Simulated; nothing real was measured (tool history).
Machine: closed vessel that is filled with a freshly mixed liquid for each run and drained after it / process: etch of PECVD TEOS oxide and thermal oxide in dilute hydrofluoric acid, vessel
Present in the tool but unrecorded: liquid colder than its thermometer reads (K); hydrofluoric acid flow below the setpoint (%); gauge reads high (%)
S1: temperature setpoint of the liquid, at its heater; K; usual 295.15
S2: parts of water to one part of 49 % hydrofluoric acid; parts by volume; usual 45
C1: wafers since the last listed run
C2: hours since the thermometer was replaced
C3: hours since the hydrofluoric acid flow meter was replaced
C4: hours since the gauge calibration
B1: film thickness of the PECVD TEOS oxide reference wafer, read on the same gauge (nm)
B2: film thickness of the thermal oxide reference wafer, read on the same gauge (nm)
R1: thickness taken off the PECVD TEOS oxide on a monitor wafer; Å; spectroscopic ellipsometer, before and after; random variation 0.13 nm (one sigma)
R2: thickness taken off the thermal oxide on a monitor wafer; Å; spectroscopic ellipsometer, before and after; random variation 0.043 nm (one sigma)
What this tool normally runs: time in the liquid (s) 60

{"run": 1, "hour": 0.0, "S1": 295.15, "S2": 45, "time in the liquid (s)": 60, "C1": 0, "C2": 401.9, "C3": 716, "C4": 671.6, "B1": 130, "B2": 70, "R1": 126.4, "R2": 55.9}
{"run": 2, "hour": 91.6, "S1": 295.15, "S2": 45, "time in the liquid (s)": 60, "C1": 8835, "C2": 493.5, "C3": 807.6, "C4": 763.2, "B1": 129.99, "B2": 70, "R1": 126.4, "R2": 54.8}
{"run": 3, "hour": 190.7, "S1": 295.15, "S2": 45, "time in the liquid (s)": 60, "C1": 9558, "C2": 592.6, "C3": 906.7, "C4": 862.3, "B1": 130, "B2": 69.99, "R1": 122, "R2": 54.1}
{"hour": 260.6, "done": "hydrofluoric acid flow meter replaced"}
{"run": 4, "hour": 425.2, "S1": 295.15, "S2": 45, "time in the liquid (s)": 60, "C1": 22521, "C2": 827.1, "C3": 164.6, "C4": 1096.8, "B1": 130.01, "B2": 70, "R1": 133.8, "R2": 58.3}
{"run": 5, "hour": 560.6, "S1": 295.15, "S2": 45, "time in the liquid (s)": 60, "C1": 13059, "C2": 962.5, "C3": 300, "C4": 1232.2, "B1": 129.99, "B2": 69.99, "R1": 129.4, "R2": 57.4}
{"run": 6, "hour": 639.0, "S1": 297.65, "S2": 45, "time in the liquid (s)": 60, "C1": 7561, "C2": 1040.9, "C3": 378.4, "C4": 1310.6, "B1": 130.01, "B2": 70.01, "R1": 144.7, "R2": 62.9}
{"run": 7, "hour": 707.3, "S1": 297.65, "S2": 45, "time in the liquid (s)": 60, "C1": 6587, "C2": 1109.2, "C3": 446.7, "C4": 1378.9, "B1": 129.99, "B2": 70.03, "R1": 143.1, "R2": 62.1}
{"hour": 738.8, "done": "gauge calibrated"}
{"run": 8, "hour": 805.5, "S1": 295.15, "S2": 45, "time in the liquid (s)": 35, "C1": 9471, "C2": 1207.4, "C3": 544.9, "C4": 66.7, "B1": 129.98, "B2": 70.01, "R1": 73.5, "R2": 32}
{"hour": 860.6, "done": "thermometer replaced"}
{"run": 9, "hour": 899.4, "S1": 295.15, "S2": 60, "time in the liquid (s)": 80, "C1": 8960, "C2": 38.8, "C3": 638.8, "C4": 160.6, "B1": 129.99, "B2": 70.03, "R1": 132.8, "R2": 57.4}
{"run": 10, "hour": 987.7, "S1": 295.15, "S2": 45, "time in the liquid (s)": 60, "C1": 8516, "C2": 127.1, "C3": 727.1, "C4": 248.9, "B1": 130, "B2": 70, "R1": 131.1, "R2": 58.7}
{"run": 11, "hour": 1027.9, "S1": 295.15, "S2": 45, "time in the liquid (s)": 30, "C1": 3877, "C2": 167.3, "C3": 767.3, "C4": 289.1, "B1": 129.99, "B2": 70, "R1": 65.6, "R2": 28.9}
{"run": 12, "hour": 1106.1, "S1": 295.15, "S2": 45, "time in the liquid (s)": 60, "C1": 7542, "C2": 245.5, "C3": 845.5, "C4": 367.3, "B1": 130.01, "B2": 70, "R1": 130.8, "R2": 57.6}
{"run": 13, "hour": 1301.8, "S1": 291.15, "S2": 55, "time in the liquid (s)": 60, "C1": 18875, "C2": 441.2, "C3": 1041.2, "C4": 563, "B1": 129.99, "B2": 70, "R1": 87.9, "R2": 37.7}
{"hour": 1341.1, "done": "hydrofluoric acid flow meter replaced"}
{"run": 14, "hour": 1365.2, "S1": 296.65, "S2": 45, "time in the liquid (s)": 60, "C1": 6018, "C2": 504.6, "C3": 24.1, "C4": 626.4, "B1": 130.02, "B2": 70, "R1": 146.1, "R2": 64.5}
{"run": 15, "hour": 1406.3, "S1": 295.15, "S2": 45, "time in the liquid (s)": 40, "C1": 3964, "C2": 545.7, "C3": 65.2, "C4": 667.5, "B1": 129.99, "B2": 70, "R1": 90.9, "R2": 40.2}
{"run": 16, "hour": 1445.4, "S1": 291.15, "S2": 45, "time in the liquid (s)": 60, "C1": 3771, "C2": 584.8, "C3": 104.3, "C4": 706.6, "B1": 130.01, "B2": 69.97, "R1": 114.5, "R2": 50}

The next listed run, before its measurement:
{"run": 17, "hour": 1492.6, "S1": 295.15, "S2": 45, "time in the liquid (s)": 40, "C1": 4552, "C2": 632, "C3": 151.5, "C4": 753.8, "B1": "?", "B2": "?", "R1": "?", "R2": "?"}

Run 17 yielded B1 130.01, B2 70, R1 90.6 Å, R2 39.6 Å.
Take away the tool's hidden state, keep the run-to-run variation as it was, and the same run would have given R1 95.7 Å, R2 41.8 Å.

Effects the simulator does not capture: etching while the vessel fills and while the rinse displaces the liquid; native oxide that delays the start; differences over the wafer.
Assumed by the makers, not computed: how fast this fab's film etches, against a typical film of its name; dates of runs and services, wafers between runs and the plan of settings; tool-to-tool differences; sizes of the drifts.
